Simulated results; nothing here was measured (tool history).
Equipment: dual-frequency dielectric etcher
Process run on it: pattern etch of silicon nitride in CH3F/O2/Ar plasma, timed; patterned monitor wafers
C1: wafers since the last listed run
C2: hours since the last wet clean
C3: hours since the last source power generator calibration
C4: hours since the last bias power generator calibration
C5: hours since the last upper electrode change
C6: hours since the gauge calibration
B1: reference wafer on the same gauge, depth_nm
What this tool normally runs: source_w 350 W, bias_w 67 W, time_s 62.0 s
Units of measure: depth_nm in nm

run 1 hour=0.0 | source_w=350 bias_w=67 time_s=62.0 | C1=0 C2=640.8 C3=736.3 C4=1260.7 C5=1273.6 C6=536.3 | B1=36.41 | depth_nm=42.08
-- hour=24.9 wet clean of the chamber
run 2 hour=39.9 | source_w=350 bias_w=67 time_s=62.0 | C1=212 C2=15.0 C3=776.2 C4=1300.6 C5=1313.5 C6=576.2 | B1=36.40 | depth_nm=41.60
run 3 hour=106.6 | source_w=350 bias_w=67 time_s=62.0 | C1=889 C2=81.7 C3=842.9 C4=1367.3 C5=1380.2 C6=642.9 | B1=36.39 | depth_nm=41.62
run 4 hour=198.0 | source_w=350 bias_w=67 time_s=62.0 | C1=1218 C2=173.1 C3=934.3 C4=1458.7 C5=1471.6 C6=734.3 | B1=36.38 | depth_nm=41.88
-- hour=260.1 bias power generator calibrated
run 5 hour=300.3 | source_w=350 bias_w=67 time_s=62.0 | C1=1310 C2=275.4 C3=1036.6 C4=40.2 C5=1573.9 C6=836.6 | B1=36.41 | depth_nm=41.75
run 6 hour=375.0 | source_w=350 bias_w=80 time_s=62.0 | C1=996 C2=350.1 C3=1111.3 C4=114.9 C5=1648.6 C6=911.3 | B1=36.41 | depth_nm=44.32
run 7 hour=419.3 | source_w=350 bias_w=80 time_s=62.0 | C1=590 C2=394.4 C3=1155.6 C4=159.2 C5=1692.9 C6=955.6 | B1=36.42 | depth_nm=44.41
-- hour=578.7 wet clean of the chamber
run 8 hour=615.9 | source_w=350 bias_w=80 time_s=62.0 | C1=2301 C2=37.2 C3=1352.2 C4=355.8 C5=1889.5 C6=1152.2 | B1=36.41 | depth_nm=45.09
run 9 hour=666.7 | source_w=280 bias_w=67 time_s=73.0 | C1=677 C2=88.0 C3=1403.0 C4=406.6 C5=1940.3 C6=1203.0 | B1=36.40 | depth_nm=46.61
-- hour=705.9 gauge calibrated
run 10 hour=721.7 | source_w=280 bias_w=67 time_s=73.0 | C1=733 C2=143.0 C3=1458.0 C4=461.6 C5=1995.3 C6=15.8 | B1=36.42 | depth_nm=46.94
run 11 hour=825.1 | source_w=380 bias_w=67 time_s=62.0 | C1=1378 C2=246.4 C3=1561.4 C4=565.0 C5=2098.7 C6=119.2 | B1=36.41 | depth_nm=43.69
run 12 hour=877.3 | source_w=380 bias_w=67 time_s=62.0 | C1=696 C2=298.6 C3=1613.6 C4=617.2 C5=2150.9 C6=171.4 | B1=36.42 | depth_nm=43.68
run 13 hour=930.2 | source_w=380 bias_w=67 time_s=62.0 | C1=705 C2=351.5 C3=1666.5 C4=670.1 C5=2203.8 C6=224.3 | B1=36.41 | depth_nm=43.69
run 14 hour=1024.6 | source_w=350 bias_w=67 time_s=62.0 | C1=1258 C2=445.9 C3=1760.9 C4=764.5 C5=2298.2 C6=318.7 | B1=36.41 | depth_nm=42.78
run 15 hour=1078.0 | source_w=290 bias_w=51 time_s=56.0 | C1=712 C2=499.3 C3=1814.3 C4=817.9 C5=2351.6 C6=372.1 | B1=36.39 | depth_nm=33.46
-- hour=1108.0 source power generator calibrated
-- hour=1144.2 wet clean of the chamber, repeated, since the last time left the tool worse
run 16 hour=1180.7 | source_w=350 bias_w=74 time_s=75.0 | C1=996 C2=36.5 C3=72.7 C4=920.6 C5=2454.3 C6=474.8 | B1=36.40 | depth_nm=52.06
run 17 hour=1235.7 | source_w=350 bias_w=67 time_s=62.0 | C1=733 C2=91.5 C3=127.7 C4=975.6 C5=2509.3 C6=529.8 | B1=36.39 | depth_nm=41.79
run 18 hour=1522.3 | source_w=350 bias_w=67 time_s=68.0 | C1=3821 C2=378.1 C3=414.3 C4=1262.2 C5=2795.9 C6=816.4 | B1=36.38 | depth_nm=46.05
run 19 hour=1624.4 | source_w=350 bias_w=73 time_s=62.0 | C1=1361 C2=480.2 C3=516.4 C4=1364.3 C5=2898.0 C6=918.5 | B1=36.41 | depth_nm=43.22
-- hour=1660.4 bias power generator calibrated
run 20 hour=1676.2 | source_w=350 bias_w=67 time_s=62.0 | C1=637 C2=532.0 C3=568.2 C4=15.8 C5=2949.8 C6=970.3 | B1=36.38 | depth_nm=41.88
-- hour=1774.4 upper electrode replaced
-- hour=1798.5 wet clean of the chamber
-- hour=1855.2 gauge calibrated
run 21 hour=1914.4 | source_w=350 bias_w=67 time_s=70.5 | C1=2536 C2=115.9 C3=806.4 C4=254.0 C5=140.0 C6=59.2 | B1=36.40 | depth_nm=47.39
run 22 hour=2006.7 | source_w=350 bias_w=62 time_s=62.0 | C1=1230 C2=208.2 C3=898.7 C4=346.3 C5=232.3 C6=151.5 | B1=36.40 | depth_nm=40.74
run 23 hour=2072.0 | source_w=350 bias_w=67 time_s=62.0 | C1=870 C2=273.5 C3=964.0 C4=411.6 C5=297.6 C6=216.8 | B1=36.39 | depth_nm=41.82
run 24 hour=2115.0 | source_w=410 bias_w=67 time_s=72.5 | C1=573 C2=316.5 C3=1007.0 C4=454.6 C5=340.6 C6=259.8 | B1=36.41 | depth_nm=51.29
run 25 hour=2187.3 | source_w=280 bias_w=62 time_s=50.0 | C1=964 C2=388.8 C3=1079.3 C4=526.9 C5=412.9 C6=332.1 | B1=36.37 | depth_nm=30.75
run 26 hour=2249.6 | source_w=290 bias_w=67 time_s=69.0 | C1=830 C2=451.1 C3=1141.6 C4=589.2 C5=475.2 C6=394.4 | B1=36.39 | depth_nm=43.94
-- hour=2338.6 wet clean of the chamber
run 27 hour=2357.2 | source_w=410 bias_w=74 time_s=76.5 | C1=1114 C2=18.6 C3=1249.2 C4=696.8 C5=582.8 C6=502.0 | B1=36.38 | depth_nm=55.63
run 28 hour=2450.8 | source_w=280 bias_w=59 time_s=71.0 | C1=1248 C2=112.2 C3=1342.8 C4=790.4 C5=676.4 C6=595.6 | B1=36.39 | depth_nm=42.56
run 29 hour=2529.6 | source_w=350 bias_w=67 time_s=62.0 | C1=1050 C2=191.0 C3=1421.6 C4=869.2 C5=755.2 C6=674.4 | B1=36.41 | depth_nm=41.57

Table of differences, measured result less the result of that run with no hidden state. Run-to-run variation is the same in both. Gauge scatter possibly is not:
Hidden state present: etch rate over this chamber's usual, %; source power that arrives over what is set, %; bias power that arrives over what is set, %; gauge reads high (%).
run=1 depth_nm=+0.53
run=2 depth_nm=+0.01
run=3 depth_nm=+0.07
run=4 depth_nm=+0.14
run=5 depth_nm=+0.22
run=6 depth_nm=+0.31
run=7 depth_nm=+0.35
run=8 depth_nm=+0.98
run=9 depth_nm=+1.06
run=10 depth_nm=+1.12
run=11 depth_nm=+1.13
run=12 depth_nm=+1.17
run=13 depth_nm=+1.22
run=14 depth_nm=+1.28
run=15 depth_nm=+1.03
run=16 depth_nm=+0.14
run=17 depth_nm=+0.16
run=18 depth_nm=+0.44
run=19 depth_nm=+0.50
run=20 depth_nm=+0.53
run=21 depth_nm=+0.16
run=22 depth_nm=+0.21
run=23 depth_nm=+0.28
run=24 depth_nm=+0.38
run=25 depth_nm=+0.27
run=26 depth_nm=+0.44
run=27 depth_nm=+0.01
run=28 depth_nm=+0.09
run=29 depth_nm=+0.16

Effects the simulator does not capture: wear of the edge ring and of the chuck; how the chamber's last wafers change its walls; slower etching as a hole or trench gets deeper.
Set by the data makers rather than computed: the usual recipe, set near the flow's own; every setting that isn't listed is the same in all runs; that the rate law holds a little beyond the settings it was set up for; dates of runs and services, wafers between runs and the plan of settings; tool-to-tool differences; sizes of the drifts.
